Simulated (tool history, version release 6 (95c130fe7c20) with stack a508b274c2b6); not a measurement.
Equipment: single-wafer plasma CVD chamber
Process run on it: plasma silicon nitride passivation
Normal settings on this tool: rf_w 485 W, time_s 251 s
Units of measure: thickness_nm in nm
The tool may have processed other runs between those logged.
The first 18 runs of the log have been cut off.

run   hour  rf_w  time_s  read-back reference wafer on the same gauge, thickness_nm  thickness_nm
 19  557.8   485     299                                                    307.922       449.867
 20  576.4   395     251                                                    307.895       355.213
 21  608.0   515     265                                                    307.632       404.950
 22  634.2   440     277                                                    307.415       402.702
 23  656.3   575     210                                                    307.178       329.366
 24  689.4   485     211                                                    307.064       314.195
 25  715.1   545     278                                                    306.877       429.859
 26  814.2   565     251                                                    306.135       391.738
 27  840.3   560     279                                                    305.939       432.402
 28  863.4   485     251                                                    305.746       373.030
 29  878.8   485     251                                                    305.481       373.041
 30  914.4   485     289                                                    305.368       429.253
 31  947.3   540     214                                                    305.086       328.911
 32  970.5   565     298                                                    304.962       461.617

Here are 3 independent what-if runs from the current tool condition. What would each one return?
  A  971.0   485     213                                                          ?             ?
  B  971.0   560     238                                                          ?             ?
  C  971.0   485     231                                                          ?             ?

run  read-back reference wafer on the same gauge, thickness_nm  thickness_nm
  A                                                    304.900       315.404
  B                                                    304.900       367.080
  C                                                    304.900       342.058
Take away the tool's hidden state, keep each run's random variation, and the runs would have read:
run  thickness_nm
  A       320.618
  B       373.148
  C       347.712
